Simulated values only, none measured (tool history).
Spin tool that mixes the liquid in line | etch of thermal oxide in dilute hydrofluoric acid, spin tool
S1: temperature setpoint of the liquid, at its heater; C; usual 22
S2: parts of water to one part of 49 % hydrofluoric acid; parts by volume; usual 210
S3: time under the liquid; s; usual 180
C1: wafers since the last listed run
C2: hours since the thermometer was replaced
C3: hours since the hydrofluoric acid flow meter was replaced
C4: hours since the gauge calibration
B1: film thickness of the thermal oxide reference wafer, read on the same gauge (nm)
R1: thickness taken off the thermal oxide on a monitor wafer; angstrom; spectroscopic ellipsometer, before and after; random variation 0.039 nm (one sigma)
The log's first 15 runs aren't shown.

{"run": 16, "hour": 1319.1, "S1": 18, "S2": 170, "S3": 180, "C1": 448, "C2": 712.3, "C3": 263.1, "C4": 3399.4, "B1": 130.018, "R1": 40.07}
{"run": 17, "hour": 1404.1, "S1": 22, "S2": 210, "S3": 180, "C1": 402, "C2": 797.3, "C3": 348.1, "C4": 3484.4, "B1": 129.987, "R1": 36.81}
{"run": 18, "hour": 1509.0, "S1": 18, "S2": 290, "S3": 180, "C1": 497, "C2": 902.2, "C3": 453, "C4": 3589.3, "B1": 130.013, "R1": 21.08}
{"hour": 1513.4, "done": "thermometer replaced"}
{"run": 19, "hour": 1569.0, "S1": 22, "S2": 150, "S3": 250, "C1": 279, "C2": 55.6, "C3": 513, "C4": 3649.3, "B1": 130.009, "R1": 67.28}
{"run": 20, "hour": 1613.3, "S1": 20, "S2": 265, "S3": 100, "C1": 209, "C2": 99.9, "C3": 557.3, "C4": 3693.6, "B1": 130.021, "R1": 12.73}
{"hour": 1635.3, "done": "gauge calibrated"}
{"run": 21, "hour": 1695.0, "S1": 25.5, "S2": 235, "S3": 85, "C1": 387, "C2": 181.6, "C3": 639, "C4": 59.7, "B1": 129.986, "R1": 15.47}
{"run": 22, "hour": 1759.5, "S1": 22, "S2": 210, "S3": 180, "C1": 305, "C2": 246.1, "C3": 703.5, "C4": 124.2, "B1": 130.006, "R1": 32.94}
{"run": 23, "hour": 1811.1, "S1": 18, "S2": 170, "S3": 180, "C1": 244, "C2": 297.7, "C3": 755.1, "C4": 175.8, "B1": 129.99, "R1": 36.31}
{"run": 24, "hour": 1905.0, "S1": 22, "S2": 175, "S3": 180, "C1": 445, "C2": 391.6, "C3": 849, "C4": 269.7, "B1": 130.009, "R1": 40.59}
{"run": 25, "hour": 1960.3, "S1": 22, "S2": 210, "S3": 210, "C1": 262, "C2": 446.9, "C3": 904.3, "C4": 325, "B1": 129.994, "R1": 38.47}
{"run": 26, "hour": 2049.3, "S1": 22, "S2": 210, "S3": 180, "C1": 421, "C2": 535.9, "C3": 993.3, "C4": 414, "B1": 129.999, "R1": 32.9}
{"run": 27, "hour": 2126.4, "S1": 20, "S2": 310, "S3": 230, "C1": 365, "C2": 613, "C3": 1070.4, "C4": 491.1, "B1": 130.015, "R1": 23.6}
{"run": 28, "hour": 2227.4, "S1": 23.5, "S2": 210, "S3": 235, "C1": 478, "C2": 714, "C3": 1171.4, "C4": 592.1, "B1": 130.015, "R1": 44.91}
{"run": 29, "hour": 2287.9, "S1": 22, "S2": 210, "S3": 180, "C1": 286, "C2": 774.5, "C3": 1231.9, "C4": 652.6, "B1": 130.006, "R1": 33.25}
{"run": 30, "hour": 2416.7, "S1": 22, "S2": 255, "S3": 180, "C1": 610, "C2": 903.3, "C3": 1360.7, "C4": 781.4, "B1": 129.991, "R1": 25.26}
{"run": 31, "hour": 2504.8, "S1": 22, "S2": 250, "S3": 115, "C1": 417, "C2": 991.4, "C3": 1448.8, "C4": 869.5, "B1": 130.009, "R1": 16.89}
{"run": 32, "hour": 2576.0, "S1": 23.5, "S2": 265, "S3": 70, "C1": 337, "C2": 1062.6, "C3": 1520, "C4": 940.7, "B1": 129.998, "R1": 9.91}
{"hour": 2593.5, "done": "thermometer replaced"}
{"run": 33, "hour": 2729.6, "S1": 22, "S2": 210, "S3": 180, "C1": 723, "C2": 136.1, "C3": 1673.6, "C4": 1094.3, "B1": 129.994, "R1": 29.91}

4 ways to go on from here, each from the tool as it stands after run 33. What would each give?
{"run": "A", "hour": 2730.1, "S1": 22, "S2": 210, "S3": 100, "C1": 2, "C2": 136.6, "C3": 1674.1, "C4": 1094.8, "B1": "?", "R1": "?"}
{"run": "B", "hour": 2730.1, "S1": 23.5, "S2": 315, "S3": 85, "C1": 2, "C2": 136.6, "C3": 1674.1, "C4": 1094.8, "B1": "?", "R1": "?"}
{"run": "C", "hour": 2730.1, "S1": 24, "S2": 270, "S3": 135, "C1": 2, "C2": 136.6, "C3": 1674.1, "C4": 1094.8, "B1": "?", "R1": "?"}
{"run": "D", "hour": 2730.1, "S1": 22, "S2": 135, "S3": 80, "C1": 2, "C2": 136.6, "C3": 1674.1, "C4": 1094.8, "B1": "?", "R1": "?"}

run=A B1=129.991 R1=16.54
run=B B1=129.991 R1=8.81
run=C B1=129.991 R1=17.43
run=D B1=129.991 R1=22.49
Without the tool's hidden state the same runs would have given:
run=A R1=19.13
run=B R1=10.32
run=C R1=20.33
run=D R1=25.78
